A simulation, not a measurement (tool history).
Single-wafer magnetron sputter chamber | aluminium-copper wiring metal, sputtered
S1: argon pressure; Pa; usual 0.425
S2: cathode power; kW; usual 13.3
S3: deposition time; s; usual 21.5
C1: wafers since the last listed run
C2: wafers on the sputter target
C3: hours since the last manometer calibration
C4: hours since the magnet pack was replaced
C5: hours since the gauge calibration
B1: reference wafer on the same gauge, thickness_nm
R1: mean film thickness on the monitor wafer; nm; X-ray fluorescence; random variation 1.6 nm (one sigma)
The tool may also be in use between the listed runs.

Run 1, hour 0: usual settings; C1 0; C2 7033; C3 2473.7; C4 9778.8; C5 541.1; B1 449.975. Result: R1 407.673 nm.
Run 2, hour 21.7: usual settings but S3 24.8 s; C1 887; C2 7920; C3 2495.4; C4 9800.5; C5 562.8; B1 449.839. Result: R1 465.883 nm.
At hour 39.6: sputter target and shields replaced.
Run 3, hour 45.7: usual settings but S3 24.8 s; C1 654; C2 247; C3 2519.4; C4 9824.5; C5 586.8; B1 450.487. Result: R1 491.241 nm.
Run 4, hour 58.3: usual settings but S3 24.8 s; C1 515; C2 762; C3 2532; C4 9837.1; C5 599.4; B1 450.162. Result: R1 488.204 nm.
Run 5, hour 88.9: usual settings but S2 15.15 kW; C1 1251; C2 2013; C3 2562.6; C4 9867.7; C5 630; B1 450.098. Result: R1 471.942 nm.
Run 6, hour 124.1: usual settings but S1 0.379 Pa, S3 20.4 s; C1 1439; C2 3452; C3 2597.8; C4 9902.9; C5 665.2; B1 449.578. Result: R1 407.154 nm.
Run 7, hour 152.9: usual settings but S1 0.379 Pa, S3 20.4 s; C1 1177; C2 4630; C3 2626.6; C4 9931.7; C5 694; B1 449.956. Result: R1 407.036 nm.
Run 8, hour 169.4: usual settings but S1 0.379 Pa, S3 20.4 s; C1 674; C2 5304; C3 2643.1; C4 9948.2; C5 710.5; B1 449.762. Result: R1 404.729 nm.
Run 9, hour 186.1: usual settings but S2 15.55 kW; C1 682; C2 5987; C3 2659.8; C4 9964.9; C5 727.2; B1 449.621. Result: R1 477.351 nm.
At hour 223.1: sputter target and shields replaced.
Run 10, hour 223.6: usual settings but S1 0.522 Pa, S3 22.4 s; C1 1206; C2 20; C3 2697.3; C4 10002.4; C5 764.7; B1 450.172. Result: R1 414.545 nm.
At hour 227.2: gauge calibrated.
Run 11, hour 254.4: usual settings but S1 0.522 Pa, S3 22.4 s; C1 1259; C2 1279; C3 2728.1; C4 10033.2; C5 27.2; B1 450.264. Result: R1 407.111 nm.
Run 12, hour 288.9: usual settings but S1 0.303 Pa, S3 23.3 s; C1 1410; C2 2690; C3 2762.6; C4 10067.7; C5 61.7; B1 449.731. Result: R1 494.938 nm.
At hour 319: magnet pack replaced.
Run 13, hour 324.7: usual settings; C1 1136; C2 3826; C3 2798.4; C4 5.7; C5 97.5; B1 449.867. Result: R1 413.491 nm.
At hour 362.5: capacitance manometer re-zeroed and calibrated.
Run 14, hour 372.5: usual settings but S2 10.55 kW, S3 23.6 s; C1 1627; C2 5453; C3 10; C4 53.5; C5 145.3; B1 450.039. Result: R1 361.815 nm.
Run 15, hour 397.9: usual settings but S1 0.308 Pa, S2 11.75 kW, S3 22.8 s; C1 1038; C2 6492; C3 35.4; C4 78.9; C5 170.7; B1 449.72. Result: R1 419.289 nm.
At hour 426.1: sputter target and shields replaced.
Run 16, hour 426.6: usual settings but S1 0.581 Pa, S3 23.4 s; C1 846; C2 20; C3 64.1; C4 107.6; C5 199.4; B1 449.895. Result: R1 412.024 nm.
Run 17, hour 460.6: usual settings; C1 1390; C2 1410; C3 98.1; C4 141.6; C5 233.4; B1 450.396. Result: R1 422.059 nm.
Run 18, hour 482.7: usual settings but S1 0.539 Pa, S2 16.6 kW, S3 23.1 s; C1 903; C2 2313; C3 120.2; C4 163.7; C5 255.5; B1 450.129. Result: R1 513.904 nm.
Run 19, hour 517.6: usual settings but S1 0.487 Pa, S3 22.8 s; C1 1426; C2 3740; C3 155.1; C4 198.6; C5 290.4; B1 450.426. Result: R1 425.004 nm.
Run 20, hour 550.9: usual settings but S1 0.589 Pa, S2 11.95 kW; C1 1361; C2 5101; C3 188.4; C4 231.9; C5 323.7; B1 450.225. Result: R1 333 nm.
Run 21, hour 565.7: usual settings but S1 0.49 Pa, S3 24.9 s; C1 605; C2 5706; C3 203.2; C4 246.7; C5 338.5; B1 449.997. Result: R1 454.214 nm.
Run 22, hour 581.3: usual settings but S3 25 s; C1 637; C2 6344; C3 218.8; C4 262.3; C5 354.1; B1 449.725. Result: R1 477.057 nm.
Run 23, hour 601: usual settings but S2 15.45 kW; C1 805; C2 7150; C3 238.5; C4 282; C5 373.8; B1 450.48. Result: R1 465.863 nm.
At hour 633.5: sputter target and shields replaced.
Run 24, hour 666.1: usual settings but S1 0.304 Pa; C1 2334; C2 1331; C3 303.6; C4 347.1; C5 438.9; B1 450.082. Result: R1 457.274 nm.

Forecast each of these 3 alternatives for the next run:
Run A, hour 666.5: usual settings; C1 16; C2 1347; C3 304; C4 347.5; C5 439.3; B1 ?. Result: R1 ?.
Run B, hour 666.5: usual settings but S1 0.36 Pa, S3 19.5 s; C1 16; C2 1347; C3 304; C4 347.5; C5 439.3; B1 ?. Result: R1 ?.
Run C, hour 666.5: usual settings but S1 0.52 Pa, S2 10.5 kW, S3 19.5 s; C1 16; C2 1347; C3 304; C4 347.5; C5 439.3; B1 ?. Result: R1 ?.

run       B1       R1
  A  450.019  417.806
  B  450.019   397.16
  C  450.019  284.349
Without the tool's hidden state the same runs would have given:
run       R1
  A  424.314
  B  403.347
  C  288.779
